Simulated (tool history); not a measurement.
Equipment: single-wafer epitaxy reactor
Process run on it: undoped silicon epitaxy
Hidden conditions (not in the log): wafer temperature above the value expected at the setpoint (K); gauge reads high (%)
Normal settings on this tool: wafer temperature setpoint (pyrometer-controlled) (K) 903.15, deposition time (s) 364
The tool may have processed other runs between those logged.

run	hour	wafer temperature setpoint (pyrometer-controlled) (K)	deposition time (s)	wafers since the last listed run	hours since the last pyrometer calibration	hours since the gauge calibration	read-back reference wafer on the same gauge, thickness_nm	mean film thickness on the monitor wafer (Å)
1	0	893.15	364	0	622.1	208.6	42.175	336.28
2	67	893.15	364	434	689.1	275.6	42.344	334.83
3	106.8	893.15	364	257	728.9	315.4	42.337	335.89
4	214.7	903.15	382	699	836.8	423.3	42.368	430.88
5	274.1	903.15	382	384	896.2	482.7	42.314	433.4
6	308.6	903.15	382	223	930.7	517.2	42.327	434.29
7	338.5	903.15	364	193	960.6	547.1	42.212	417.75
8	375.5	903.15	364	239	997.6	584.1	42.304	415.84
9	427.8	903.15	364	338	1049.9	636.4	42.303	413.71
10	488.2	903.15	364	391	1110.3	696.8	42.319	416.03
11	558.6	903.15	364	456	1180.7	767.2	42.281	418.82
12	594.8	903.15	364	234	1216.9	803.4	42.334	414.91
13	687.2	903.15	364	598	1309.3	895.8	42.294	420.3
14	719.6	903.15	364	209	1341.7	928.2	42.312	422.96
15	790.8	903.15	364	461	1412.9	999.4	42.232	418.42
16	828.8	896.15	364	246	1450.9	1037.4	42.31	363.27
17	876.9	907.15	343	311	1499	1085.5	42.353	428.6
# hour 906.8: pyrometer calibrated
18	916.5	915.15	407	204	9.7	1125.1	42.142	586.73
19	986	895.15	364	450	79.2	1194.6	42.339	348.78
20	1012	903.15	364	168	105.2	1220.6	42.236	411.56
21	1037.6	903.15	364	165	130.8	1246.2	42.208	408.12
22	1061.8	911.15	326	156	155	1270.4	42.341	431.19
23	1086.9	903.15	364	162	180.1	1295.5	42.406	412.79
24	1145.8	903.15	408	381	239	1354.4	42.385	462.39
# hour 1162.7: gauge calibrated
25	1191.3	897.15	428	294	284.5	28.6	42.29	430.76
26	1224	892.15	410	211	317.2	61.3	42.401	370.16
27	1272.4	903.15	364	313	365.6	109.7	42.249	414.59
28	1329.2	910.15	420	368	422.4	166.5	42.442	545.82
29	1400.5	894.15	364	462	493.7	237.8	42.263	340.79
30	1426.9	890.15	322	171	520.1	264.2	42.246	275.91
31	1457.3	903.15	319	196	550.5	294.6	42.296	357.75
32	1563.3	890.15	409	686	656.5	400.6	42.266	351.32
33	1591.8	903.15	343	184	685	429.1	42.315	390.06

Consider 4 possible next runs. They are alternatives, not a sequence: every one starts from the tool as it was left by run 33. What does each give?
A	1592.3	898.15	364	3	685.5	429.6	?	?
B	1592.3	911.15	364	3	685.5	429.6	?	?
C	1592.3	907.15	436	3	685.5	429.6	?	?
D	1592.3	913.15	315	3	685.5	429.6	?	?

run	read-back reference wafer on the same gauge, thickness_nm	mean film thickness on the monitor wafer (Å)
A	42.415	370.42
B	42.415	480.7
C	42.415	531.79
D	42.415	432.75
What these runs would have given with no unlogged condition in the tool:
run	mean film thickness on the monitor wafer (Å)
A	365.12
B	474
C	524.32
D	426.74
